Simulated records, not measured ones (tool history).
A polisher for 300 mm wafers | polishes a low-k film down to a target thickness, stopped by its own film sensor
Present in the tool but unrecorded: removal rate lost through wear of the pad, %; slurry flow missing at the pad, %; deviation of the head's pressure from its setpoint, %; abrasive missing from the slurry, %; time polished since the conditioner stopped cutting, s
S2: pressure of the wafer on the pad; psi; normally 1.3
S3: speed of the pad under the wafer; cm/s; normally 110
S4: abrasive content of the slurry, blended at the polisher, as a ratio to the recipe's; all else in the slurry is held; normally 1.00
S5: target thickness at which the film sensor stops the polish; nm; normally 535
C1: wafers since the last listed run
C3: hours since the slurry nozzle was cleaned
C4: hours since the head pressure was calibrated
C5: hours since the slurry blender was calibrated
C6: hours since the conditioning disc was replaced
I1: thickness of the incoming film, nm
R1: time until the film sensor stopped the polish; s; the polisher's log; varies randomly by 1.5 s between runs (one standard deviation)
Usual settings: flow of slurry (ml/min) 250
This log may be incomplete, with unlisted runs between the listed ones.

run 1 day=0.000 | flow_of_slurry_(ml/min)=250 S2=1.3 S3=92 S4=1.10 S5=535 | C1=0 wafers_polished_on_this_pad=152 C3=130.2 C4=619.6 C5=35.7 C6=334.6 | I1=560.9 | R1=103.9
-- day=0.871 head pressure recalibrated
run 2 day=1.088 | flow_of_slurry_(ml/min)=250 S2=1.3 S3=110 S4=1.00 S5=535 | C1=289 wafers_polished_on_this_pad=441 C3=156.3 C4=5.2 C5=61.8 C6=360.7 | I1=556.7 | R1=86.9
run 3 day=2.529 | flow_of_slurry_(ml/min)=180 S2=1.3 S3=110 S4=1.15 S5=535 | C1=415 wafers_polished_on_this_pad=856 C3=190.9 C4=39.8 C5=96.4 C6=395.3 | I1=557.1 | R1=88.0
run 4 day=3.229 | flow_of_slurry_(ml/min)=180 S2=1.3 S3=110 S4=1.15 S5=535 | C1=201 wafers_polished_on_this_pad=1058 C3=207.7 C4=56.6 C5=113.2 C6=412.1 | I1=566.5 | R1=119.5
run 5 day=4.333 | flow_of_slurry_(ml/min)=250 S2=1.3 S3=110 S4=1.00 S5=535 | C1=317 wafers_polished_on_this_pad=1376 C3=234.2 C4=83.1 C5=139.7 C6=438.6 | I1=566.6 | R1=128.3
run 6 day=4.925 | flow_of_slurry_(ml/min)=250 S2=1.3 S3=110 S4=1.00 S5=535 | C1=170 wafers_polished_on_this_pad=1546 C3=248.4 C4=97.3 C5=153.9 C6=452.8 | I1=570.7 | R1=141.3
run 7 day=6.204 | flow_of_slurry_(ml/min)=165 S2=1.3 S3=110 S4=0.85 S5=535 | C1=368 wafers_polished_on_this_pad=1915 C3=279.1 C4=128.0 C5=184.6 C6=483.5 | I1=548.7 | R1=64.6
run 8 day=7.571 | flow_of_slurry_(ml/min)=295 S2=0.9 S3=144 S4=1.00 S5=530 | C1=393 wafers_polished_on_this_pad=2308 C3=311.9 C4=160.8 C5=217.4 C6=516.3 | I1=565.5 | R1=177.0
-- day=8.592 worn pad replaced by a new one
run 9 day=8.979 | flow_of_slurry_(ml/min)=250 S2=0.9 S3=110 S4=0.75 S5=535 | C1=357 wafers_polished_on_this_pad=111 C3=345.7 C4=194.6 C5=251.2 C6=550.1 | I1=562.1 | R1=170.8
run 10 day=9.825 | flow_of_slurry_(ml/min)=250 S2=1.3 S3=110 S4=1.00 S5=535 | C1=243 wafers_polished_on_this_pad=355 C3=366.0 C4=214.9 C5=271.5 C6=570.4 | I1=563.6 | R1=110.9
-- day=10.200 slurry nozzle cleaned
run 11 day=10.488 | flow_of_slurry_(ml/min)=250 S2=1.3 S3=100 S4=0.80 S5=543 | C1=178 wafers_polished_on_this_pad=533 C3=6.9 C4=230.8 C5=287.4 C6=586.3 | I1=567.5 | R1=115.9
run 12 day=11.158 | flow_of_slurry_(ml/min)=250 S2=1.3 S3=110 S4=1.00 S5=535 | C1=193 wafers_polished_on_this_pad=727 C3=23.0 C4=246.9 C5=303.5 C6=602.4 | I1=567.3 | R1=135.7
-- day=11.446 conditioning disc replaced and pad reconditioned
run 13 day=12.112 | flow_of_slurry_(ml/min)=250 S2=1.3 S3=110 S4=1.00 S5=535 | C1=250 wafers_polished_on_this_pad=977 C3=45.9 C4=269.8 C5=326.4 C6=16.0 | I1=561.5 | R1=92.8
run 14 day=13.571 | flow_of_slurry_(ml/min)=190 S2=1.1 S3=110 S4=1.00 S5=535 | C1=419 wafers_polished_on_this_pad=1397 C3=80.9 C4=304.8 C5=361.4 C6=51.0 | I1=549.0 | R1=62.3
run 15 day=14.808 | flow_of_slurry_(ml/min)=250 S2=1.3 S3=110 S4=1.00 S5=535 | C1=356 wafers_polished_on_this_pad=1754 C3=110.6 C4=334.5 C5=391.1 C6=80.7 | I1=555.8 | R1=79.7
run 16 day=15.875 | flow_of_slurry_(ml/min)=250 S2=1.3 S3=110 S4=0.80 S5=535 | C1=307 wafers_polished_on_this_pad=2061 C3=136.2 C4=360.1 C5=416.7 C6=106.3 | I1=551.9 | R1=72.3
-- day=16.225 slurry blender recalibrated
run 17 day=16.483 | flow_of_slurry_(ml/min)=310 S2=1.0 S3=110 S4=1.00 S5=535 | C1=151 wafers_polished_on_this_pad=2212 C3=150.8 C4=374.7 C5=6.2 C6=120.9 | I1=562.1 | R1=132.8
run 18 day=17.792 | flow_of_slurry_(ml/min)=250 S2=1.8 S3=110 S4=1.00 S5=535 | C1=376 wafers_polished_on_this_pad=2589 C3=182.2 C4=406.1 C5=37.6 C6=152.3 | I1=562.4 | R1=88.6
-- day=18.050 worn pad replaced by a new one
run 19 day=19.012 | flow_of_slurry_(ml/min)=250 S2=1.3 S3=82 S4=1.25 S5=535 | C1=303 wafers_polished_on_this_pad=276 C3=211.5 C4=435.4 C5=66.9 C6=181.6 | I1=553.3 | R1=75.9
run 20 day=20.438 | flow_of_slurry_(ml/min)=315 S2=1.5 S3=132 S4=1.10 S5=535 | C1=410 wafers_polished_on_this_pad=687 C3=245.7 C4=469.6 C5=101.1 C6=215.8 | I1=555.4 | R1=59.4
run 21 day=21.925 | flow_of_slurry_(ml/min)=250 S2=1.3 S3=110 S4=1.00 S5=535 | C1=428 wafers_polished_on_this_pad=1115 C3=281.4 C4=505.3 C5=136.8 C6=251.5 | I1=565.2 | R1=116.9
run 22 day=23.342 | flow_of_slurry_(ml/min)=250 S2=1.5 S3=74 S4=1.00 S5=542 | C1=407 wafers_polished_on_this_pad=1523 C3=315.4 C4=539.3 C5=170.8 C6=285.5 | I1=560.0 | R1=85.6
run 23 day=24.667 | flow_of_slurry_(ml/min)=250 S2=1.3 S3=110 S4=1.00 S5=535 | C1=381 wafers_polished_on_this_pad=1905 C3=347.2 C4=571.1 C5=202.6 C6=317.3 | I1=567.4 | R1=136.5
run 24 day=25.471 | flow_of_slurry_(ml/min)=250 S2=1.6 S3=128 S4=0.70 S5=538 | C1=231 wafers_polished_on_this_pad=2136 C3=366.5 C4=590.4 C5=221.9 C6=336.6 | I1=561.6 | R1=93.0
-- day=27.204 slurry nozzle cleaned
run 25 day=27.812 | flow_of_slurry_(ml/min)=250 S2=1.3 S3=110 S4=1.00 S5=535 | C1=662 wafers_polished_on_this_pad=2799 C3=14.6 C4=646.6 C5=278.1 C6=392.8 | I1=564.8 | R1=130.9

Consider 5 possible next runs. They are alternatives, not a sequence: every one starts from the tool as it was left by run 25. What does each give?
run A day=27.829 | flow_of_slurry_(ml/min)=250 S2=1.3 S3=110 S4=1.00 S5=535 | C1=4 wafers_polished_on_this_pad=2803 C3=15.0 C4=647.0 C5=278.5 C6=393.2 | I1=565.4 | R1=?
run B day=27.829 | flow_of_slurry_(ml/min)=275 S2=1.7 S3=110 S4=1.00 S5=535 | C1=4 wafers_polished_on_this_pad=2803 C3=15.0 C4=647.0 C5=278.5 C6=393.2 | I1=565.4 | R1=?
run C day=27.829 | flow_of_slurry_(ml/min)=250 S2=1.3 S3=128 S4=0.80 S5=535 | C1=4 wafers_polished_on_this_pad=2803 C3=15.0 C4=647.0 C5=278.5 C6=393.2 | I1=565.4 | R1=?
run D day=27.829 | flow_of_slurry_(ml/min)=250 S2=1.3 S3=92 S4=1.00 S5=535 | C1=4 wafers_polished_on_this_pad=2803 C3=15.0 C4=647.0 C5=278.5 C6=393.2 | I1=565.4 | R1=?
run E day=27.829 | flow_of_slurry_(ml/min)=205 S2=1.3 S3=110 S4=0.90 S5=535 | C1=4 wafers_polished_on_this_pad=2803 C3=15.0 C4=647.0 C5=278.5 C6=393.2 | I1=565.4 | R1=?

run=A R1=135.4
run=B R1=106.8
run=C R1=137.2
run=D R1=152.4
run=E R1=146.2
The same runs, with their run-to-run variation unchanged, on a tool lacking any hidden condition would have given:
run=A R1=97.1
run=B R1=73.5
run=C R1=96.2
run=D R1=112.0
run=E R1=104.9

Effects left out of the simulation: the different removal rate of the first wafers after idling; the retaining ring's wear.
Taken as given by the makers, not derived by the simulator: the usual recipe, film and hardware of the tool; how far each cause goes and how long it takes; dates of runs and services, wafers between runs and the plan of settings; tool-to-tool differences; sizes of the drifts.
